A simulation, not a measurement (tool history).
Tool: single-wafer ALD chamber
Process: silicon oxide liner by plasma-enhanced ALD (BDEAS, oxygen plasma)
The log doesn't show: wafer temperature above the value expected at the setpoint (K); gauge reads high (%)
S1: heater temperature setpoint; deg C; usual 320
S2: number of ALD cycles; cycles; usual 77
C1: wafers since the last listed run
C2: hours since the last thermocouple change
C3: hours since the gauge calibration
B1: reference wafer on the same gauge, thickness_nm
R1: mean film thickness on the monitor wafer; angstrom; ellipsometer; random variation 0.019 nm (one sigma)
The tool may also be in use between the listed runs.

run 1 hour=0 | S1=320 S2=85 | C1=0 C2=1458.5 C3=184.2 | B1=8.382 | R1=82.96
run 2 hour=33 | S1=320 S2=85 | C1=230 C2=1491.5 C3=217.2 | B1=8.367 | R1=82.7
run 3 hour=94.8 | S1=320 S2=84 | C1=432 C2=1553.3 C3=279 | B1=8.354 | R1=81.51
run 4 hour=126.9 | S1=320 S2=84 | C1=224 C2=1585.4 C3=311.1 | B1=8.342 | R1=81.11
run 5 hour=165.6 | S1=320 S2=89 | C1=270 C2=1624.1 C3=349.8 | B1=8.331 | R1=86.03
run 6 hour=209.2 | S1=320 S2=89 | C1=304 C2=1667.7 C3=393.4 | B1=8.318 | R1=86.52
run 7 hour=273.9 | S1=320 S2=77 | C1=452 C2=1732.4 C3=458.1 | B1=8.302 | R1=74.54
run 8 hour=321.6 | S1=320 S2=77 | C1=333 C2=1780.1 C3=505.8 | B1=8.296 | R1=74.67
run 9 hour=349 | S1=326 S2=77 | C1=191 C2=1807.5 C3=533.2 | B1=8.288 | R1=73.7
run 10 hour=382.8 | S1=326 S2=77 | C1=236 C2=1841.3 C3=567 | B1=8.285 | R1=73.42
run 11 hour=438.2 | S1=326 S2=77 | C1=387 C2=1896.7 C3=622.4 | B1=8.277 | R1=73.44
run 12 hour=493.5 | S1=320 S2=77 | C1=386 C2=1952 C3=677.7 | B1=8.269 | R1=74.14
run 13 hour=553.8 | S1=320 S2=77 | C1=421 C2=2012.3 C3=738 | B1=8.255 | R1=74.14
run 14 hour=607 | S1=320 S2=77 | C1=372 C2=2065.5 C3=791.2 | B1=8.25 | R1=73.98
run 15 hour=646.3 | S1=320 S2=81 | C1=274 C2=2104.8 C3=830.5 | B1=8.254 | R1=78.02
run 16 hour=716.3 | S1=320 S2=77 | C1=489 C2=2174.8 C3=900.5 | B1=8.246 | R1=73.78
run 17 hour=765.4 | S1=320 S2=77 | C1=343 C2=2223.9 C3=949.6 | B1=8.243 | R1=73.67
run 18 hour=810.6 | S1=320 S2=77 | C1=316 C2=2269.1 C3=994.8 | B1=8.237 | R1=74.02
run 19 hour=873.3 | S1=314 S2=67 | C1=438 C2=2331.8 C3=1057.5 | B1=8.234 | R1=64.68
run 20 hour=899.1 | S1=320 S2=88 | C1=180 C2=2357.6 C3=1083.3 | B1=8.231 | R1=83.93
run 21 hour=924.7 | S1=326 S2=77 | C1=179 C2=2383.2 C3=1108.9 | B1=8.229 | R1=73.28
run 22 hour=972.9 | S1=311 S2=87 | C1=337 C2=2431.4 C3=1157.1 | B1=8.229 | R1=84.58
-- hour=1012.8 thermocouple changed; heater temperature recalibrated
run 23 hour=1074.3 | S1=313 S2=84 | C1=653 C2=61.5 C3=1258.5 | B1=8.23 | R1=81.52
run 24 hour=1131.6 | S1=320 S2=92 | C1=400 C2=118.8 C3=1315.8 | B1=8.225 | R1=88.01
run 25 hour=1181.7 | S1=329 S2=70 | C1=350 C2=168.9 C3=1365.9 | B1=8.22 | R1=65.91
run 26 hour=1221 | S1=320 S2=77 | C1=274 C2=208.2 C3=1405.2 | B1=8.224 | R1=73.55
run 27 hour=1266.4 | S1=334 S2=67 | C1=317 C2=253.6 C3=1450.6 | B1=8.219 | R1=62.73
run 28 hour=1314.5 | S1=320 S2=77 | C1=336 C2=301.7 C3=1498.7 | B1=8.217 | R1=73.57
-- hour=1362.4 gauge calibrated
run 29 hour=1374.1 | S1=309 S2=89 | C1=416 C2=361.3 C3=11.7 | B1=8.421 | R1=89.02
run 30 hour=1404.2 | S1=312 S2=77 | C1=210 C2=391.4 C3=41.8 | B1=8.407 | R1=76.37
run 31 hour=1436.1 | S1=334 S2=67 | C1=223 C2=423.3 C3=73.7 | B1=8.392 | R1=63.91
run 32 hour=1493.9 | S1=306 S2=72 | C1=404 C2=481.1 C3=131.5 | B1=8.363 | R1=71.58
run 33 hour=1707.5 | S1=320 S2=63 | C1=1493 C2=694.7 C3=345.1 | B1=8.289 | R1=60.55
run 34 hour=1746.9 | S1=308 S2=87 | C1=275 C2=734.1 C3=384.5 | B1=8.276 | R1=85.48

The same runs without the tool's hidden state, with the same run-to-run variation:
run=1 R1=83.63
run=2 R1=83.49
run=3 R1=82.48
run=4 R1=82.18
run=5 R1=87.27
run=6 R1=87.88
run=7 R1=75.85
run=8 R1=76.07
run=9 R1=75.12
run=10 R1=74.89
run=11 R1=74.99
run=12 R1=75.77
run=13 R1=75.84
run=14 R1=75.72
run=15 R1=79.9
run=16 R1=75.61
run=17 R1=75.53
run=18 R1=75.91
run=19 R1=66.37
run=20 R1=86.14
run=21 R1=75.22
run=22 R1=86.84
run=23 R1=83.74
run=24 R1=90.42
run=25 R1=67.74
run=26 R1=75.6
run=27 R1=64.48
run=28 R1=75.64
run=29 R1=89.31
run=30 R1=76.76
run=31 R1=64.36
run=32 R1=72.31
run=33 R1=61.71
run=34 R1=87.22
